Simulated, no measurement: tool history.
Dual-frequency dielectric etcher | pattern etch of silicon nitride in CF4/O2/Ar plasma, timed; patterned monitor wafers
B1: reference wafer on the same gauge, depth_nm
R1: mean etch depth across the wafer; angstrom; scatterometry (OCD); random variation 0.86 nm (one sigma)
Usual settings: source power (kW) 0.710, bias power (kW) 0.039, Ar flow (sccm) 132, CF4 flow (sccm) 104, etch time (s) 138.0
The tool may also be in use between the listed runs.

{"run": 1, "hour": 0.0, "source power (kW)": 0.71, "bias power (kW)": 0.039, "Ar flow (sccm)": 132, "CF4 flow (sccm)": 104, "etch time (s)": 138.0, "B1": 271.9, "R1": 2902}
{"run": 2, "hour": 50.7, "source power (kW)": 0.71, "bias power (kW)": 0.039, "Ar flow (sccm)": 132, "CF4 flow (sccm)": 104, "etch time (s)": 138.0, "B1": 272.0, "R1": 2907}
{"run": 3, "hour": 151.7, "source power (kW)": 0.71, "bias power (kW)": 0.039, "Ar flow (sccm)": 132, "CF4 flow (sccm)": 104, "etch time (s)": 152.5, "B1": 272.0, "R1": 3199}
{"run": 4, "hour": 221.6, "source power (kW)": 0.71, "bias power (kW)": 0.039, "Ar flow (sccm)": 132, "CF4 flow (sccm)": 104, "etch time (s)": 152.5, "B1": 272.0, "R1": 3178}
{"run": 5, "hour": 312.9, "source power (kW)": 0.71, "bias power (kW)": 0.039, "Ar flow (sccm)": 132, "CF4 flow (sccm)": 88, "etch time (s)": 138.0, "B1": 272.0, "R1": 2832}
{"hour": 371.5, "done": "wet clean of the chamber"}
{"run": 6, "hour": 373.0, "source power (kW)": 0.71, "bias power (kW)": 0.039, "Ar flow (sccm)": 132, "CF4 flow (sccm)": 88, "etch time (s)": 138.0, "B1": 272.1, "R1": 2827}
{"hour": 468.4, "done": "Ar flow controller replaced"}
{"run": 7, "hour": 468.9, "source power (kW)": 0.71, "bias power (kW)": 0.039, "Ar flow (sccm)": 132, "CF4 flow (sccm)": 104, "etch time (s)": 138.0, "B1": 271.8, "R1": 2901}
{"hour": 546.9, "done": "gauge calibrated"}
{"hour": 570.8, "done": "upper electrode replaced"}
{"run": 8, "hour": 571.3, "source power (kW)": 0.71, "bias power (kW)": 0.039, "Ar flow (sccm)": 132, "CF4 flow (sccm)": 104, "etch time (s)": 138.0, "B1": 271.9, "R1": 2902}
{"run": 9, "hour": 618.7, "source power (kW)": 0.71, "bias power (kW)": 0.039, "Ar flow (sccm)": 132, "CF4 flow (sccm)": 104, "etch time (s)": 138.0, "B1": 272.2, "R1": 2882}
{"run": 10, "hour": 659.2, "source power (kW)": 0.71, "bias power (kW)": 0.039, "Ar flow (sccm)": 132, "CF4 flow (sccm)": 104, "etch time (s)": 138.0, "B1": 271.8, "R1": 2893}
{"run": 11, "hour": 708.4, "source power (kW)": 0.77, "bias power (kW)": 0.039, "Ar flow (sccm)": 162, "CF4 flow (sccm)": 93, "etch time (s)": 113.0, "B1": 271.9, "R1": 2404}
{"hour": 767.7, "done": "wet clean of the chamber"}
{"run": 12, "hour": 811.5, "source power (kW)": 0.78, "bias power (kW)": 0.032, "Ar flow (sccm)": 132, "CF4 flow (sccm)": 104, "etch time (s)": 138.0, "B1": 272.2, "R1": 2862}
{"run": 13, "hour": 884.5, "source power (kW)": 0.71, "bias power (kW)": 0.039, "Ar flow (sccm)": 132, "CF4 flow (sccm)": 104, "etch time (s)": 109.0, "B1": 272.0, "R1": 2290}
{"hour": 953.5, "done": "bias power generator calibrated"}
{"run": 14, "hour": 979.8, "source power (kW)": 0.71, "bias power (kW)": 0.039, "Ar flow (sccm)": 132, "CF4 flow (sccm)": 80, "etch time (s)": 138.0, "B1": 272.0, "R1": 2781}
{"hour": 988.6, "done": "CF4 flow controller replaced"}
{"run": 15, "hour": 1022.1, "source power (kW)": 0.71, "bias power (kW)": 0.039, "Ar flow (sccm)": 132, "CF4 flow (sccm)": 104, "etch time (s)": 138.0, "B1": 271.8, "R1": 2928}
{"hour": 1059.5, "done": "source power generator calibrated"}
{"run": 16, "hour": 1105.7, "source power (kW)": 0.71, "bias power (kW)": 0.039, "Ar flow (sccm)": 132, "CF4 flow (sccm)": 125, "etch time (s)": 138.0, "B1": 272.2, "R1": 2998}
{"hour": 1169.9, "done": "wet clean of the chamber"}
{"run": 17, "hour": 1427.3, "source power (kW)": 0.64, "bias power (kW)": 0.036, "Ar flow (sccm)": 163, "CF4 flow (sccm)": 115, "etch time (s)": 138.0, "B1": 271.9, "R1": 2487}
{"hour": 1448.8, "done": "gauge calibrated"}
{"run": 18, "hour": 1519.0, "source power (kW)": 0.71, "bias power (kW)": 0.039, "Ar flow (sccm)": 132, "CF4 flow (sccm)": 80, "etch time (s)": 138.0, "B1": 272.0, "R1": 2790}
{"hour": 1582.6, "done": "wet clean of the chamber"}
{"run": 19, "hour": 1584.3, "source power (kW)": 0.71, "bias power (kW)": 0.039, "Ar flow (sccm)": 132, "CF4 flow (sccm)": 124, "etch time (s)": 138.0, "B1": 272.0, "R1": 2987}
{"run": 20, "hour": 1630.9, "source power (kW)": 0.8, "bias power (kW)": 0.043, "Ar flow (sccm)": 132, "CF4 flow (sccm)": 88, "etch time (s)": 124.5, "B1": 272.0, "R1": 2963}

5 ways to go on from here, each from the tool as it stands after run 20. What would each give?
{"run": "A", "hour": 1631.4, "source power (kW)": 0.71, "bias power (kW)": 0.039, "Ar flow (sccm)": 132, "CF4 flow (sccm)": 104, "etch time (s)": 170.0, "B1": "?", "R1": "?"}
{"run": "B", "hour": 1631.4, "source power (kW)": 0.71, "bias power (kW)": 0.039, "Ar flow (sccm)": 108, "CF4 flow (sccm)": 112, "etch time (s)": 138.0, "B1": "?", "R1": "?"}
{"run": "C", "hour": 1631.4, "source power (kW)": 0.71, "bias power (kW)": 0.03, "Ar flow (sccm)": 140, "CF4 flow (sccm)": 93, "etch time (s)": 109.5, "B1": "?", "R1": "?"}
{"run": "D", "hour": 1631.4, "source power (kW)": 0.83, "bias power (kW)": 0.043, "Ar flow (sccm)": 132, "CF4 flow (sccm)": 118, "etch time (s)": 111.0, "B1": "?", "R1": "?"}
{"run": "E", "hour": 1631.4, "source power (kW)": 0.64, "bias power (kW)": 0.039, "Ar flow (sccm)": 132, "CF4 flow (sccm)": 104, "etch time (s)": 138.0, "B1": "?", "R1": "?"}

run=A B1=272.0 R1=3571
run=B B1=272.0 R1=3029
run=C B1=272.0 R1=1972
run=D B1=272.0 R1=2851
run=E B1=272.0 R1=2645
Without the tool's hidden state the same runs would have given:
run=A R1=3604
run=B R1=3055
run=C R1=1994
run=D R1=2875
run=E R1=2669
